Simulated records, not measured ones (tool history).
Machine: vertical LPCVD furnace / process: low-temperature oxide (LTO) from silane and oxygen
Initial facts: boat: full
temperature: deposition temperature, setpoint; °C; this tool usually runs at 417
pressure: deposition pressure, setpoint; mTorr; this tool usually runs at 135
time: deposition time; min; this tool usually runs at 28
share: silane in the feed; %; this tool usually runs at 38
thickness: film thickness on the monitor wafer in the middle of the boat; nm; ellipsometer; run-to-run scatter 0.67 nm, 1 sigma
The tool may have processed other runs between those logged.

run,hour,temperature,pressure,time,share,"read-back reference wafer on the same gauge, thickness",thickness
1,0,410,135,28,38,183.03,156.11
2,106.2,413,135,28,38,182.88,162.8
3,177.8,413,135,28,38,183.01,161.24
4,262,420,130,28,38,182.76,167.41
# hour 288.5: gauge calibrated
5,350.2,417,135,28,38,183.01,168.81
6,449.8,417,135,28,38,182.91,167.76
7,536,417,125,28,38,182.9,156.28
# hour 590.2: pressure gauge zeroed
8,609.9,417,125,28,38,183.06,164.24
9,648.4,417,135,28,38,183.07,177.14
10,691.3,420,135,23.5,38,183.05,152.91
# hour 743.1: silane flow controller replaced
11,767.5,417,165,28,38,183.06,216.12
# hour 821: thermocouples replaced and temperature profile calibrated
12,829.3,408,135,28,32,183.25,124.26
13,893.9,413,105,19,31,182.82,66.7
# hour 913.4: gauge calibrated
14,949.1,414,165,38.5,38,182.9,276.93
15,999.1,417,135,28,38,182.89,170.58
16,1063.8,425,135,19.5,45,183.07,154.76
17,1165.7,421,160,21,38,182.66,158.03
18,1214.5,417,115,28,31,182.99,111.48

Hidden state or all else? Some run-to-run changes of thickness, split into what the settings, what came in and random variation would give without the hidden state, and what is left for the hidden state (with any gauge scatter that isn't in both results):
Hidden state present: true tube temperature minus thermocouple reading, K; true pressure minus gauge reading, mTorr; deviation of the silane flow from its setpoint, %; gauge reads high (%).
Run 7 -> 8: pressure gauge zeroed. thickness +7.96 nm: hidden state +8.59, all else -0.63.
Run 13 -> 14: temperature 413 -> 414, pressure 105 -> 165, time 19 -> 38.5, share 31 -> 38, gauge calibrated. thickness +210.23 nm: hidden state +0.79, all else +209.44.

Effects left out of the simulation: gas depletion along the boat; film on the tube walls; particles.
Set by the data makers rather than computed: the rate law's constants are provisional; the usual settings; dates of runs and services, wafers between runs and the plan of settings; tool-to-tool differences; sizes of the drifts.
